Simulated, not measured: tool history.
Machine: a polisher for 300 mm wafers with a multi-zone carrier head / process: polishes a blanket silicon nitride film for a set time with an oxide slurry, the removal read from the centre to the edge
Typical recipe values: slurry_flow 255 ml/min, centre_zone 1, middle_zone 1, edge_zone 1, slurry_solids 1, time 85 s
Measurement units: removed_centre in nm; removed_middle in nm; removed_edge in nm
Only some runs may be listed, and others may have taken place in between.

| run | hour | slurry_flow | centre_zone | middle_zone | edge_zone | slurry_solids | time | wafers since the last listed run | wafers polished on this pad | hours since the slurry nozzle was cleaned | hours since the centre zone pressure was calibrated | hours since the edge zone pressure was calibrated | hours since the carrier head's membrane was replaced | incoming thickness of the incoming film, nm | removed_centre | removed_middle | removed_edge |
|---|---|---|---|---|---|---|---|---|---|---|---|---|---|---|---|---|---|
| 1 | 0 | 255 | 1 | 1 | 1 | 1 | 85 | 0 | 900 | 146 | 1590.3 | 860.9 | 767.9 | 556 | 43.2 | 43 | 44 |
|  | 10.9 | worn pad replaced by a new one |
| 2 | 16.8 | 255 | 1 | 1 | 1 | 1 | 85 | 76 | 35 | 162.8 | 1607.1 | 877.7 | 784.7 | 558 | 45.3 | 44.3 | 45 |
| 3 | 32.8 | 255 | 0.95 | 1 | 1 | 1 | 85 | 95 | 131 | 178.8 | 1623.1 | 893.7 | 800.7 | 549.7 | 42.4 | 44 | 44.1 |
| 4 | 50.5 | 255 | 0.95 | 1 | 1 | 1 | 85 | 105 | 237 | 196.5 | 1640.8 | 911.4 | 818.4 | 554.1 | 42.3 | 44.6 | 44.1 |
| 5 | 59 | 255 | 1 | 1 | 1 | 1 | 85 | 50 | 287 | 205 | 1649.3 | 919.9 | 826.9 | 556.6 | 45 | 44.1 | 44.4 |
|  | 77.4 | edge zone pressure recalibrated |
| 6 | 107 | 255 | 1 | 1 | 1 | 1 | 85 | 275 | 563 | 253 | 1697.3 | 29.6 | 874.9 | 571.5 | 43.6 | 43.8 | 44.2 |
|  | 111 | centre zone pressure recalibrated |
| 7 | 120.7 | 255 | 1 | 1 | 1 | 1 | 85 | 69 | 633 | 266.7 | 9.7 | 43.3 | 888.6 | 566.4 | 43.4 | 42.9 | 44.2 |
| 8 | 138.4 | 320 | 1 | 1.07 | 1 | 1 | 85 | 105 | 738 | 284.4 | 27.4 | 61 | 906.3 | 564.8 | 44.5 | 46.1 | 43.1 |
| 9 | 144.5 | 255 | 1 | 1 | 1 | 1 | 85 | 36 | 775 | 290.5 | 33.5 | 67.1 | 912.4 | 551.7 | 43.9 | 43.8 | 43.2 |
| 10 | 152.8 | 255 | 0.95 | 1 | 1 | 1 | 85 | 49 | 825 | 298.8 | 41.8 | 75.4 | 920.7 | 554.2 | 42 | 42.8 | 43 |
|  | 167.3 | slurry nozzle cleaned |
| 11 | 167.8 | 175 | 1 | 1.04 | 1.11 | 1 | 85 | 83 | 908 | 0.5 | 56.8 | 90.4 | 935.7 | 558.3 | 42.1 | 42.7 | 44.8 |
|  | 179.5 | worn pad replaced by a new one |
| 12 | 180 | 255 | 0.93 | 1 | 1.11 | 1 | 111 | 49 | 3 | 12.7 | 69 | 102.6 | 947.9 | 559.8 | 55.4 | 58.9 | 63.3 |
| 13 | 187.3 | 285 | 1 | 1 | 0.94 | 1 | 85 | 43 | 46 | 20 | 76.3 | 109.9 | 955.2 | 554.1 | 46.5 | 45.6 | 44.4 |
| 14 | 194.3 | 255 | 1 | 1.04 | 0.9 | 1 | 93 | 41 | 88 | 27 | 83.3 | 116.9 | 962.2 | 565.5 | 50 | 50.1 | 47.5 |
|  | 210 | carrier head's membrane replaced by a new one |
| 15 | 210.5 | 255 | 1 | 1 | 1 | 1 | 85 | 66 | 155 | 43.2 | 99.5 | 133.1 | 0.5 | 553.6 | 45.1 | 44.3 | 44.7 |
| 16 | 218 | 195 | 1 | 1 | 1 | 1 | 85 | 44 | 200 | 50.7 | 107 | 140.6 | 8 | 552.1 | 44.4 | 43.2 | 45 |
| 17 | 232.3 | 255 | 1 | 1 | 1 | 1 | 85 | 85 | 286 | 65 | 121.3 | 154.9 | 22.3 | 555.7 | 44.9 | 43.6 | 44 |
| 18 | 246.7 | 255 | 1 | 1.06 | 0.95 | 1 | 85 | 86 | 372 | 79.4 | 135.7 | 169.3 | 36.7 | 563 | 45.5 | 45.6 | 43 |
| 19 | 254 | 255 | 1 | 1 | 1 | 1 | 95 | 43 | 415 | 86.7 | 143 | 176.6 | 44 | 559.9 | 49.9 | 49.1 | 49.9 |
| 20 | 263.4 | 300 | 1 | 1 | 1.05 | 1.2 | 93 | 56 | 472 | 96.1 | 152.4 | 186 | 53.4 | 555.6 | 54.6 | 53.8 | 55.7 |
| 21 | 300.2 | 285 | 1 | 1 | 1 | 1 | 58 | 220 | 692 | 132.9 | 189.2 | 222.8 | 90.2 | 566.9 | 30.5 | 30 | 30.4 |
|  | 334.6 | worn pad replaced by a new one |
| 22 | 335.1 | 255 | 1.09 | 1 | 1 | 1 | 85 | 184 | 3 | 167.8 | 224.1 | 257.7 | 125.1 | 562.2 | 49.9 | 45.2 | 45.3 |

Below are 4 alternative next runs, each starting from the tool's condition after run 22. Predict each:
| A | 335.5 | 255 | 1 | 1 | 1 | 1 | 85 | 2 | 5 | 168.2 | 224.5 | 258.1 | 125.5 | 557.6 | ? | ? | ? |
| B | 335.5 | 255 | 1 | 1 | 1 | 1 | 70 | 2 | 5 | 168.2 | 224.5 | 258.1 | 125.5 | 557.6 | ? | ? | ? |
| C | 335.5 | 255 | 1 | 1 | 1 | 1 | 110 | 2 | 5 | 168.2 | 224.5 | 258.1 | 125.5 | 557.6 | ? | ? | ? |
| D | 335.5 | 175 | 1 | 1 | 1.08 | 1 | 102 | 2 | 5 | 168.2 | 224.5 | 258.1 | 125.5 | 557.6 | ? | ? | ? |

| run | removed_centre | removed_middle | removed_edge |
|---|---|---|---|
| A | 45.5 | 45.4 | 45.6 |
| B | 37.4 | 37.4 | 37.5 |
| C | 58.8 | 58.8 | 59 |
| D | 52.7 | 52.8 | 55.5 |
The same runs, with their run-to-run variation unchanged, on a tool lacking any hidden condition would have given:
| run | removed_centre | removed_middle | removed_edge |
|---|---|---|---|
| A | 45.5 | 45.4 | 45.6 |
| B | 37.5 | 37.4 | 37.6 |
| C | 58.9 | 58.8 | 59 |
| D | 52.7 | 52.8 | 55.5 |
